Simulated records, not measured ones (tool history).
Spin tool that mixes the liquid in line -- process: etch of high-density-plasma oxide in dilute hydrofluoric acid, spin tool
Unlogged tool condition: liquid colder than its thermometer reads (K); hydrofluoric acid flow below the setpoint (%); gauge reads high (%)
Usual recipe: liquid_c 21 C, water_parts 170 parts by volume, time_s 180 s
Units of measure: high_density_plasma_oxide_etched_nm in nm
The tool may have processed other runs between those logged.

run    hour  liquid_c  water_parts  time_s  wafers since the last listed run  hours since the thermometer was replaced  hours since the hydrofluoric acid flow meter was replaced  hours since the gauge calibration  read-back film thickness of the high-density-plasma oxide reference wafer, read on the same gauge (nm)  high_density_plasma_oxide_etched_nm
  1       0        21          170     180                                 0                                     528.2                                                      298.3                              744.2                                                                                                  30.013                                4.795
  2   186.2      23.5          170     180                              1744                                     714.4                                                      484.5                              930.4                                                                                                  30.001                                5.187
  3   276.1      23.5          170     180                               842                                     804.3                                                      574.4                             1020.3                                                                                                  30.016                                5.198
  4   336.6      23.5          170     180                               566                                     864.8                                                      634.9                             1080.8                                                                                                  30.003                                5.115
  5   375.7        21          170     180                               366                                     903.9                                                        674                             1119.9                                                                                                  30.021                                4.765
  6   472.1        21          170     180                               903                                    1000.3                                                      770.4                             1216.3                                                                                                   29.98                                4.693
  7   573.3        21          170     180                               948                                    1101.5                                                      871.6                             1317.5                                                                                                  30.013                                4.675
  8   636.1        18          170     180                               588                                    1164.3                                                      934.4                             1380.3                                                                                                  30.025                                4.095
      672.8  -- gauge calibrated
      725.7  -- hydrofluoric acid flow meter replaced
  9   731.1        18          170     180                               880                                    1259.3                                                        5.4                               58.3                                                                                                  29.991                                3.916
 10   834.3        18          170     180                               967                                    1362.5                                                      108.6                              161.5                                                                                                  29.984                                3.852
 11   918.1        21          170     180                               785                                    1446.3                                                      192.4                              245.3                                                                                                  29.958                                4.325
      983.6  -- hydrofluoric acid flow meter replaced, repeated, since the last time left the tool worse
 12   986.2        21          170     180                               628                                    1514.4                                                        2.6                              313.4                                                                                                  29.985                                4.838
 13  1036.7        21          125     125                               473                                    1564.9                                                       53.1                              363.9                                                                                                  29.994                                4.865
 14    1094        21          130     110                               536                                    1622.2                                                      110.4                              421.2                                                                                                  29.992                                4.108
 15  1196.3        19          170      85                               958                                    1724.5                                                      212.7                              523.5                                                                                                  29.996                                 2.12
 16  1241.6        21          145     180                               424                                    1769.8                                                        258                              568.8                                                                                                  30.005                                 5.85
     1260.9  -- thermometer replaced
 17  1318.6        21          170     180                               712                                      57.7                                                        335                              645.8                                                                                                  29.998                                4.705
 18  1419.1        26          145     120                               941                                     158.2                                                      435.5                              746.3                                                                                                  30.027                                4.676
 19  1495.4      24.5          110     220                               715                                     234.5                                                      511.8                              822.6                                                                                                  30.026                               11.053
 20  1559.2        21          170     180                               597                                     298.3                                                      575.6                              886.4                                                                                                  30.007                                4.781
 21  1606.9      24.5          135     180                               447                                       346                                                      623.3                              934.1                                                                                                  29.966                                7.062
 22  1708.2      23.5          195     115                               949                                     447.3                                                      724.6                             1035.4                                                                                                  30.002                                2.787

Run 23 is up next; what results do you expect?
 23  1795.3      25.5          215     260                               816                                     534.4                                                      811.7                             1122.5                                                                                                       ?                                    ?

read-back film thickness of the high-density-plasma oxide reference wafer, read on the same gauge (nm): 29.991
high_density_plasma_oxide_etched_nm: 6.009 nm
Were there no unlogged condition in the tool, this run, its random variation unchanged, would have produced high_density_plasma_oxide_etched_nm 6.297 nm.
